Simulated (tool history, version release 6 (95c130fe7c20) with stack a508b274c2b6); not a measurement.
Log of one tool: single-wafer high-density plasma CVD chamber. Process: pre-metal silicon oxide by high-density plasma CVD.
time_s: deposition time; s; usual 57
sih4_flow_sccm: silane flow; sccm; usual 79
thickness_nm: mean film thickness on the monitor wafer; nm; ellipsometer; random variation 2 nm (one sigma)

| run | day | time_s | sih4_flow_sccm | read-back reference wafer on the same gauge, thickness_nm | thickness_nm |
|---|---|---|---|---|---|
| 1 | 0 | 57 | 72 | 394.174 | 392.485 |
| 2 | 2.492 | 57 | 69 | 394.01 | 375.797 |
| 3 | 5.258 | 57 | 69 | 394.324 | 375.374 |
| 4 | 6.371 | 57 | 69 | 394.207 | 376.843 |
| 5 | 8.504 | 57 | 67 | 393.806 | 367.113 |
| 6 | 10.95 | 57 | 79 | 394.117 | 422.655 |
| 7 | 12.438 | 57 | 70 | 393.589 | 380.154 |
| 8 | 19.325 | 57 | 70 | 394.054 | 381.74 |
| 9 | 21.662 | 57 | 70 | 393.629 | 381.597 |
| 10 | 23.762 | 57 | 79 | 394.128 | 420.096 |
| 11 | 25.867 | 57 | 79 | 394.399 | 423.698 |
|  | 27.992 | gauge calibrated |
| 12 | 32.2 | 57 | 79 | 394.37 | 423.326 |
|  | 36.175 | silane flow controller replaced |
| 13 | 37.533 | 57 | 79 | 394.298 | 449.757 |
| 14 | 40.312 | 57 | 85 | 394.141 | 478.261 |
| 15 | 41.796 | 57 | 94 | 394.177 | 524.097 |
| 16 | 44.208 | 47.9 | 79 | 393.789 | 376.448 |
| 17 | 45.771 | 57 | 74 | 393.766 | 420.097 |
| 18 | 48.3 | 50.2 | 85 | 394.016 | 420.726 |
| 19 | 50.05 | 49 | 85 | 393.853 | 408.445 |
| 20 | 52.233 | 57 | 79 | 393.871 | 446.841 |
| 21 | 54.375 | 57 | 85 | 394.185 | 473.257 |
| 22 | 55.621 | 57 | 79 | 393.899 | 442.832 |
| 23 | 58.321 | 52.8 | 79 | 393.856 | 417.065 |
| 24 | 59.5 | 67.5 | 87 | 393.939 | 573.213 |
|  | 61.471 | gauge calibrated |
| 25 | 62.442 | 63.4 | 79 | 393.944 | 492.982 |
| 26 | 65.404 | 57 | 79 | 393.989 | 445.619 |
| 27 | 67.192 | 68.1 | 86 | 394.077 | 566.462 |

5 ways to go on from here, each from the tool as it stands after run 27. What would each give?
| A | 67.208 | 57 | 79 | ? | ? |
| B | 67.208 | 57 | 92 | ? | ? |
| C | 67.208 | 57 | 86 | ? | ? |
| D | 67.208 | 65.9 | 79 | ? | ? |
| E | 67.208 | 61.5 | 85 | ? | ? |

| run | read-back reference wafer on the same gauge, thickness_nm | thickness_nm |
|---|---|---|
| A | 394.114 | 443.266 |
| B | 394.114 | 508.48 |
| C | 394.114 | 478.381 |
| D | 394.114 | 512.478 |
| E | 394.114 | 510.735 |
Without the tool's hidden state the same runs would have given:
| run | thickness_nm |
|---|---|
| A | 445.249 |
| B | 510.755 |
| C | 480.522 |
| D | 514.771 |
| E | 513.021 |
